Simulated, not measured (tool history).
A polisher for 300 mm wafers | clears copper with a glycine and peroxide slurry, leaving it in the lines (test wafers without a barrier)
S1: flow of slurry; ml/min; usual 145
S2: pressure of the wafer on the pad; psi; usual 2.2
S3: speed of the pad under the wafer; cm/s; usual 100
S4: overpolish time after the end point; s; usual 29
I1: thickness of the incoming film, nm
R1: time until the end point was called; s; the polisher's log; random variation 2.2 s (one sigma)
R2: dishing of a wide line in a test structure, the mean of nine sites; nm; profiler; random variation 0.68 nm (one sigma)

run	day	S1	S2	S3	S4	I1	R1	R2
1	0.000	145	2.2	100	29	443.5	123.3	65.8
2	2.038	145	2.2	100	29	452.1	130.1	64.6
# day 4.038: worn pad replaced by a new one
# day 4.608: slurry nozzle cleaned
3	4.758	145	1.9	100	29	449.7	145.4	60.1
# day 5.646: head pressure recalibrated
4	7.079	145	1.9	100	29	457.5	138.5	63.5
5	9.950	145	1.9	100	29	442.1	130.6	64.1
6	12.229	145	2.2	100	22	444.9	121.9	54.7
# day 13.579: worn pad replaced by a new one
7	15.229	145	2.2	100	22	449.1	124.4	54.4
8	18.133	145	1.6	100	16	446.9	148.6	36.2

Run 9 comes next. What will it give?
9	20.662	180	1.4	134	21	451.2	?	?

Run 9 gave R1 123.2 s, R2 50.1 nm.
Without the tool's hidden state the same run would have given R1 115.9 s, R2 52.7 nm.

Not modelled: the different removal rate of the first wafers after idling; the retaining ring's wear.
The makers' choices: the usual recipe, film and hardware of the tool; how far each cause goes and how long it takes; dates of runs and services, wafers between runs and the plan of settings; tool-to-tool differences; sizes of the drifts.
